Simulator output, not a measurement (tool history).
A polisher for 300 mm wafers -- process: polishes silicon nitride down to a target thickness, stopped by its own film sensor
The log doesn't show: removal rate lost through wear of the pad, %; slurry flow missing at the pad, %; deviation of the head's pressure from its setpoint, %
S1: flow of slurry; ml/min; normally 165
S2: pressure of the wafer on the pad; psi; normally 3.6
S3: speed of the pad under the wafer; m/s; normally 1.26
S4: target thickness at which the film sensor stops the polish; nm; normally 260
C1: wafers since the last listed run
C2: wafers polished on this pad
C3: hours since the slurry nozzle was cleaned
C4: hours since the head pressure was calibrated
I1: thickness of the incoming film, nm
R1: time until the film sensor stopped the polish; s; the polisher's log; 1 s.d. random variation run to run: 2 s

| run | hour | S1 | S2 | S3 | S4 | C1 | C2 | C3 | C4 | I1 | R1 |
|---|---|---|---|---|---|---|---|---|---|---|---|
| 1 | 0 | 165 | 3.6 | 1.26 | 260 | 0 | 94 | 548 | 162.6 | 511.1 | 127.9 |
| 2 | 45.5 | 165 | 3.3 | 1.26 | 260 | 529 | 624 | 593.5 | 208.1 | 506.9 | 142.4 |
|  | 88.3 | slurry nozzle cleaned |
| 3 | 113.5 | 165 | 3.6 | 1.26 | 260 | 780 | 1404 | 25.2 | 276.1 | 509.6 | 134 |
| 4 | 164.8 | 165 | 3.6 | 1.26 | 260 | 597 | 2001 | 76.5 | 327.4 | 505.9 | 143.2 |
|  | 170.2 | worn pad replaced by a new one |
| 5 | 209.1 | 165 | 3.6 | 1.26 | 260 | 469 | 452 | 120.8 | 371.7 | 510.3 | 128.7 |
| 6 | 259.7 | 165 | 3.6 | 1.26 | 260 | 589 | 1042 | 171.4 | 422.3 | 506.9 | 134.2 |
| 7 | 301.6 | 165 | 3.6 | 1.26 | 260 | 488 | 1530 | 213.3 | 464.2 | 515.2 | 143.6 |
| 8 | 327.5 | 165 | 3.6 | 1.26 | 260 | 301 | 1831 | 239.2 | 490.1 | 512.5 | 144 |
|  | 362.4 | worn pad replaced by a new one |
| 9 | 384.5 | 165 | 3.6 | 1.26 | 260 | 617 | 257 | 296.2 | 547.1 | 501 | 126.2 |
| 10 | 422.7 | 165 | 3.6 | 1.26 | 260 | 444 | 702 | 334.4 | 585.3 | 510.1 | 134.1 |
| 11 | 450.3 | 205 | 3.1 | 1 | 234 | 321 | 1023 | 362 | 612.9 | 509.5 | 204.4 |
| 12 | 495.5 | 165 | 3.6 | 1.26 | 260 | 526 | 1550 | 407.2 | 658.1 | 504.2 | 147.7 |
| 13 | 525.6 | 165 | 3.6 | 1.26 | 260 | 350 | 1900 | 437.3 | 688.2 | 504.7 | 145.2 |
|  | 538 | worn pad replaced by a new one |
| 14 | 563.2 | 205 | 3.1 | 1 | 234 | 391 | 293 | 474.9 | 725.8 | 510.9 | 199 |
| 15 | 593.1 | 165 | 3.6 | 1 | 179 | 348 | 641 | 504.8 | 755.7 | 513.3 | 215.4 |
|  | 620 | head pressure recalibrated |
|  | 630.2 | slurry nozzle cleaned |
| 16 | 663.3 | 165 | 2.6 | 1.26 | 327 | 782 | 1424 | 33.1 | 43.3 | 507.5 | 127.9 |
| 17 | 726.3 | 140 | 3 | 1.38 | 260 | 733 | 2158 | 96.1 | 106.3 | 510.5 | 166.5 |
|  | 730.5 | worn pad replaced by a new one |
| 18 | 779.9 | 105 | 3.6 | 1.62 | 310 | 577 | 575 | 149.7 | 159.9 | 507.5 | 89 |
| 19 | 814.3 | 165 | 3.6 | 1.26 | 314 | 400 | 975 | 184.1 | 194.3 | 514.5 | 100 |
| 20 | 853.3 | 165 | 3.6 | 1.26 | 260 | 454 | 1430 | 223.1 | 233.3 | 516 | 139.1 |

Predict each of these 4 candidate next runs independently; none follows another, all start after run 20:
| A | 853.8 | 165 | 3.6 | 1.26 | 260 | 5 | 1435 | 223.6 | 233.8 | 501.3 | ? |
| B | 853.8 | 165 | 3.2 | 1.26 | 260 | 5 | 1435 | 223.6 | 233.8 | 501.3 | ? |
| C | 853.8 | 165 | 2.4 | 0.84 | 346 | 5 | 1435 | 223.6 | 233.8 | 501.3 | ? |
| D | 853.8 | 165 | 4.3 | 1.26 | 235 | 5 | 1435 | 223.6 | 233.8 | 501.3 | ? |

| run | R1 |
|---|---|
| A | 131.6 |
| B | 148 |
| C | 175.7 |
| D | 121.5 |
Had the tool no hidden state, the same runs would have come out as:
| run | R1 |
|---|---|
| A | 119.5 |
| B | 134.4 |
| C | 159.6 |
| D | 110.4 |
